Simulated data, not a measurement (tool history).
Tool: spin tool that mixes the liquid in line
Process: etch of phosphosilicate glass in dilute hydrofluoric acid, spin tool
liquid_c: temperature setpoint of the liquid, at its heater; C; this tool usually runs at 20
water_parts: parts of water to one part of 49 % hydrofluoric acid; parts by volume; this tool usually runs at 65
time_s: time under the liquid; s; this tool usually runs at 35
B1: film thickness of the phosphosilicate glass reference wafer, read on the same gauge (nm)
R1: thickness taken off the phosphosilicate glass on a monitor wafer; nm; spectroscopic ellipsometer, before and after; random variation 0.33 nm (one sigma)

{"run": 1, "hour": 0.0, "liquid_c": 20, "water_parts": 65, "time_s": 35, "B1": 39.97, "R1": 53.19}
{"run": 2, "hour": 17.8, "liquid_c": 20, "water_parts": 65, "time_s": 35, "B1": 40.03, "R1": 52.93}
{"run": 3, "hour": 32.4, "liquid_c": 20, "water_parts": 65, "time_s": 35, "B1": 40.01, "R1": 52.99}
{"run": 4, "hour": 44.8, "liquid_c": 18.5, "water_parts": 65, "time_s": 35, "B1": 40.01, "R1": 48.84}
{"run": 5, "hour": 57.3, "liquid_c": 20, "water_parts": 65, "time_s": 35, "B1": 40, "R1": 52.57}
{"run": 6, "hour": 65.2, "liquid_c": 20, "water_parts": 65, "time_s": 35, "B1": 39.99, "R1": 53.08}
{"run": 7, "hour": 79.7, "liquid_c": 20, "water_parts": 65, "time_s": 35, "B1": 40.03, "R1": 51.8}
{"run": 8, "hour": 86.4, "liquid_c": 20, "water_parts": 65, "time_s": 35, "B1": 39.96, "R1": 52.28}
{"run": 9, "hour": 97.0, "liquid_c": 20, "water_parts": 65, "time_s": 35, "B1": 40.01, "R1": 53.14}
{"run": 10, "hour": 107.2, "liquid_c": 20, "water_parts": 65, "time_s": 35, "B1": 39.99, "R1": 52.63}
{"run": 11, "hour": 123.9, "liquid_c": 20, "water_parts": 65, "time_s": 35, "B1": 39.98, "R1": 52.79}
{"run": 12, "hour": 133.9, "liquid_c": 20, "water_parts": 65, "time_s": 35, "B1": 40.02, "R1": 52.26}
{"run": 13, "hour": 143.8, "liquid_c": 20, "water_parts": 65, "time_s": 35, "B1": 39.98, "R1": 52.2}
{"run": 14, "hour": 156.7, "liquid_c": 20, "water_parts": 65, "time_s": 35, "B1": 39.98, "R1": 51.93}
{"run": 15, "hour": 170.9, "liquid_c": 20, "water_parts": 65, "time_s": 35, "B1": 39.98, "R1": 52.15}
{"run": 16, "hour": 178.2, "liquid_c": 20, "water_parts": 65, "time_s": 35, "B1": 40.01, "R1": 52.45}
{"run": 17, "hour": 191.1, "liquid_c": 22.5, "water_parts": 55, "time_s": 35, "B1": 40.01, "R1": 68.92}
{"run": 18, "hour": 207.9, "liquid_c": 24, "water_parts": 65, "time_s": 35, "B1": 39.99, "R1": 61.63}
{"run": 19, "hour": 215.1, "liquid_c": 22, "water_parts": 95, "time_s": 45, "B1": 40.01, "R1": 48.07}
{"run": 20, "hour": 222.1, "liquid_c": 24, "water_parts": 85, "time_s": 15, "B1": 40.03, "R1": 19.63}
{"run": 21, "hour": 231.1, "liquid_c": 20, "water_parts": 65, "time_s": 35, "B1": 40.03, "R1": 51.88}
{"hour": 240.1, "done": "hydrofluoric acid flow meter replaced"}
{"run": 22, "hour": 242.4, "liquid_c": 20, "water_parts": 65, "time_s": 35, "B1": 40, "R1": 56.26}
{"hour": 247.9, "done": "gauge calibrated"}
{"run": 23, "hour": 255.0, "liquid_c": 20, "water_parts": 65, "time_s": 35, "B1": 39.98, "R1": 56.47}
{"run": 24, "hour": 271.7, "liquid_c": 20, "water_parts": 65, "time_s": 35, "B1": 39.99, "R1": 56.24}
{"hour": 274.7, "done": "thermometer replaced"}
{"run": 25, "hour": 288.3, "liquid_c": 22, "water_parts": 65, "time_s": 20, "B1": 39.98, "R1": 35.24}
{"run": 26, "hour": 295.9, "liquid_c": 20, "water_parts": 50, "time_s": 25, "B1": 39.98, "R1": 53.31}
{"run": 27, "hour": 310.9, "liquid_c": 20, "water_parts": 65, "time_s": 35, "B1": 39.99, "R1": 56.94}
{"run": 28, "hour": 321.1, "liquid_c": 22.5, "water_parts": 55, "time_s": 35, "B1": 40.03, "R1": 74.89}
{"run": 29, "hour": 330.5, "liquid_c": 20, "water_parts": 65, "time_s": 35, "B1": 39.98, "R1": 56.1}
{"run": 30, "hour": 343.8, "liquid_c": 21.5, "water_parts": 50, "time_s": 50, "B1": 39.99, "R1": 113.01}
{"run": 31, "hour": 353.1, "liquid_c": 20, "water_parts": 40, "time_s": 45, "B1": 40.02, "R1": 122.11}
{"run": 32, "hour": 367.4, "liquid_c": 17, "water_parts": 90, "time_s": 25, "B1": 40, "R1": 24.61}

Results for each run, recomputed without the tool's hidden state and with each run's random variation untouched:
Hidden state present: liquid hotter than its thermometer reads (K); hydrofluoric acid flow below the setpoint (%); gauge reads high (%).
run=1 R1=57.07
run=2 R1=56.87
run=3 R1=57.02
run=4 R1=52.6
run=5 R1=56.7
run=6 R1=57.28
run=7 R1=55.99
run=8 R1=56.53
run=9 R1=57.52
run=10 R1=57.02
run=11 R1=57.28
run=12 R1=56.76
run=13 R1=56.75
run=14 R1=56.52
run=15 R1=56.84
run=16 R1=57.21
run=17 R1=75.21
run=18 R1=67.45
run=19 R1=52.77
run=20 R1=21.56
run=21 R1=56.86
run=22 R1=56.29
run=23 R1=56.56
run=24 R1=56.41
run=25 R1=35.39
run=26 R1=53.57
run=27 R1=57.3
run=28 R1=75.43
run=29 R1=56.55
run=30 R1=114.04
run=31 R1=123.29
run=32 R1=24.89
